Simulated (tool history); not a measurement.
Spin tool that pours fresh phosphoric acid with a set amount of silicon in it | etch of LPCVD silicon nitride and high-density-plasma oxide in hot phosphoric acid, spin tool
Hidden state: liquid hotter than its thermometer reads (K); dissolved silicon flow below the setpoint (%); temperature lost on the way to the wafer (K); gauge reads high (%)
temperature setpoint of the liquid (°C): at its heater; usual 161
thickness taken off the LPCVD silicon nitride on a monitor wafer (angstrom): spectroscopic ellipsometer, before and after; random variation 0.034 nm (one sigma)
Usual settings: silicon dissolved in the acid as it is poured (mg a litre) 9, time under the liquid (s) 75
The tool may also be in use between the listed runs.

run   hour  temperature setpoint of the liquid (°C)  silicon dissolved in the acid as it is poured (mg a litre)  time under the liquid (s)  wafers since the last listed run  hours since the thermometer was replaced  hours since the dissolved silicon flow meter was replaced  hours since the heated supply line was repaired  hours since the gauge calibration  read-back film thickness of the LPCVD silicon nitride reference wafer, read on the same gauge (nm)  thickness taken off the LPCVD silicon nitride on a monitor wafer (angstrom)
  1      0                                      161                                                           9                         75                                 0                                    2236.1                                                       1883                                           2554.5                              258.3                                                                                               80.01                                                                         69.1
  2   10.6                                      161                                                           9                         75                               157                                    2246.7                                                     1893.6                                           2565.1                              268.9                                                                                                  80                                                                         68.5
  3   17.7                                      161                                                           9                         75                               105                                    2253.8                                                     1900.7                                           2572.2                                276                                                                                               79.99                                                                         68.2
  4   27.8                                      161                                                           9                         75                               150                                    2263.9                                                     1910.8                                           2582.3                              286.1                                                                                               80.03                                                                         68.8
  5   38.9                                      161                                                           9                         75                               165                                      2275                                                     1921.9                                           2593.4                              297.2                                                                                               80.01                                                                         69.2
  6   52.6                                      161                                                           9                         75                               203                                    2288.7                                                     1935.6                                           2607.1                              310.9                                                                                               80.02                                                                         68.4
  7   95.9                                      161                                                           9                         75                               644                                      2332                                                     1978.9                                           2650.4                              354.2                                                                                               80.01                                                                         68.9
  8  112.3                                      161                                                           9                         75                               244                                    2348.4                                                     1995.3                                           2666.8                              370.6                                                                                               79.98                                                                         69.1
     121.2  -- thermometer replaced
  9  127.1                                      161                                                           9                         45                               205                                       5.9                                                     2010.1                                           2681.6                              385.4                                                                                                  80                                                                         41.4
     130.8  -- gauge calibrated
 10  135.8                                      161                                                          14                        115                               129                                      14.6                                                     2018.8                                           2690.3                                  5                                                                                               79.99                                                                        105.6
     137.4  -- dissolved silicon flow meter replaced
 11  144.8                                      161                                                           9                         35                               119                                      23.6                                                        7.4                                           2699.3                                 14                                                                                               80.01                                                                         32.1
     148.4  -- heated supply line repaired
 12  158.1                                      161                                                           9                        110                               183                                      36.9                                                       20.7                                              9.7                               27.3                                                                                               79.98                                                                        100.3
 13  175.5                                      158                                                           9                         35                               259                                      54.3                                                       38.1                                             27.1                               44.7                                                                                               79.99                                                                         28.7
 14    183                                      158                                                          11                         45                               111                                      61.8                                                       45.6                                             34.6                               52.2                                                                                               80.02                                                                         37.5
 15  193.5                                      161                                                          14                        115                               156                                      72.3                                                       56.1                                             45.1                               62.7                                                                                                  80                                                                        105.6
 16  208.6                                      159                                                           9                         55                               224                                      87.4                                                       71.2                                             60.2                               77.8                                                                                                  80                                                                         47.3
 17  222.8                                    158.5                                                          11                         95                               211                                     101.6                                                       85.4                                             74.4                                 92                                                                                               79.98                                                                         80.8
 18  232.1                                      161                                                           9                         75                               138                                     110.9                                                       94.7                                             83.7                              101.3                                                                                                  80                                                                           69
 19  277.2                                      159                                                           9                         75                               671                                       156                                                      139.8                                            128.8                              146.4                                                                                               79.97                                                                         64.8
 20  291.5                                      161                                                        12.5                         75                               212                                     170.3                                                      154.1                                            143.1                              160.7                                                                                                  80                                                                           69

What the log doesn't show, run by run:
liquid hotter than its thermometer reads (K): 0 in every run
dissolved silicon flow below the setpoint (%): 0 in every run
temperature lost on the way to the wafer (K): 0 in every run
gauge reads high (%): 0 in every run

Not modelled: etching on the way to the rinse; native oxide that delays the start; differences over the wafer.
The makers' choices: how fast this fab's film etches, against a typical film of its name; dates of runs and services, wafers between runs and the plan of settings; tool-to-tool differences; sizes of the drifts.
